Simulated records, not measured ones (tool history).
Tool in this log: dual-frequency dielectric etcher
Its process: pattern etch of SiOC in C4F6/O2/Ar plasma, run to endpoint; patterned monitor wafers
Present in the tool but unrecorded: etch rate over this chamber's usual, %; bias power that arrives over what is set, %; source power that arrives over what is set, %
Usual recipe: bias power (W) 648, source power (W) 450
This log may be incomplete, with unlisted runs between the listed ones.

run    hour  bias power (W)  source power (W)  wafers since the last listed run  hours since the last wet clean  hours since the last bias power generator calibration  hours since the last source power generator calibration  hours since the last upper electrode change  incoming incoming film thickness, nm  endpoint time (s)
  1     0.0             648               450                                 0                           187.5                                                  691.8                                                   1739.0                                       2162.3                                 25.70                7.4
  2    66.4             648               450                              1437                           253.9                                                  758.2                                                   1805.4                                       2228.7                                 25.93                7.5
      168.2  -- wet clean of the chamber
  3   168.7             691               420                              1695                             0.5                                                  860.5                                                   1907.7                                       2331.0                                 25.56                7.2
  4   205.0             691               420                               785                            36.8                                                  896.8                                                   1944.0                                       2367.3                                 25.93                7.4
  5   281.1             691               420                              1647                           112.9                                                  972.9                                                   2020.1                                       2443.4                                 25.76                7.4
  6   347.9             648               450                              1446                           179.7                                                 1039.7                                                   2086.9                                       2510.2                                 25.96                7.5
  7   449.7             648               450                              2204                           281.5                                                 1141.5                                                   2188.7                                       2612.0                                 25.53                7.5
  8   502.7             648               450                              1147                           334.5                                                 1194.5                                                   2241.7                                       2665.0                                 25.52                7.4
      561.0  -- wet clean of the chamber
  9   561.5             648               500                               753                             0.5                                                 1253.3                                                   2300.5                                       2723.8                                 25.49                7.1
 10   615.4             648               500                              1167                            54.4                                                 1307.2                                                   2354.4                                       2777.7                                 25.87                7.3
 11   659.4             648               450                               952                            98.4                                                 1351.2                                                   2398.4                                       2821.7                                 25.94                7.5
 12   724.0             648               450                              1398                           163.0                                                 1415.8                                                   2463.0                                       2886.3                                 25.67                7.4
 13   796.0             648               450                              1558                           235.0                                                 1487.8                                                   2535.0                                       2958.3                                 25.76                7.5
 14   880.1             587               450                              1820                           319.1                                                 1571.9                                                   2619.1                                       3042.4                                 25.67                7.9
 15   930.0             648               490                              1080                           369.0                                                 1621.8                                                   2669.0                                       3092.3                                 25.72                7.4
      984.5  -- wet clean of the chamber
 16  1016.2             585               510                              1346                            31.7                                                 1708.0                                                   2755.2                                       3178.5                                 25.79                7.5
     1083.2  -- upper electrode replaced
 17  1083.7             519               380                               941                            99.2                                                 1775.5                                                   2822.7                                          0.5                                 25.86                8.5
 18  1136.1             749               550                              1134                           151.6                                                 1827.9                                                   2875.1                                         52.9                                 25.76                6.7
 19  1204.4             648               550                              1478                           219.9                                                 1896.2                                                   2943.4                                        121.2                                 25.43                7.1
     1270.0  -- source power generator calibrated
 20  1275.0             691               420                              1442                           290.5                                                 1966.8                                                      5.0                                        191.8                                 26.11                7.6
 21  1363.7             581               360                              1920                           379.2                                                 2055.5                                                     93.7                                        280.5                                 25.63                8.3
     1434.1  -- wet clean of the chamber
 22  1434.6             530               540                              1015                             0.5                                                 2126.4                                                    164.6                                        351.4                                 25.53                7.6
 23  1463.2             587               450                               619                            29.1                                                 2155.0                                                    193.2                                        380.0                                 25.99                7.8
     1551.0  -- bias power generator calibrated
 24  1552.5             648               390                              1846                           118.4                                                    1.5                                                    282.5                                        469.3                                 25.90                7.7

The next listed run, before its measurement:
 25  1638.0             591               540                              1851                           203.9                                                   87.0                                                    368.0                                        554.8                                 25.76                  ?

{"run 25": {"endpoint time (s)": 7.3}}
The same run, on a tool lacking any hidden state, would have yielded endpoint time (s) 7.3.

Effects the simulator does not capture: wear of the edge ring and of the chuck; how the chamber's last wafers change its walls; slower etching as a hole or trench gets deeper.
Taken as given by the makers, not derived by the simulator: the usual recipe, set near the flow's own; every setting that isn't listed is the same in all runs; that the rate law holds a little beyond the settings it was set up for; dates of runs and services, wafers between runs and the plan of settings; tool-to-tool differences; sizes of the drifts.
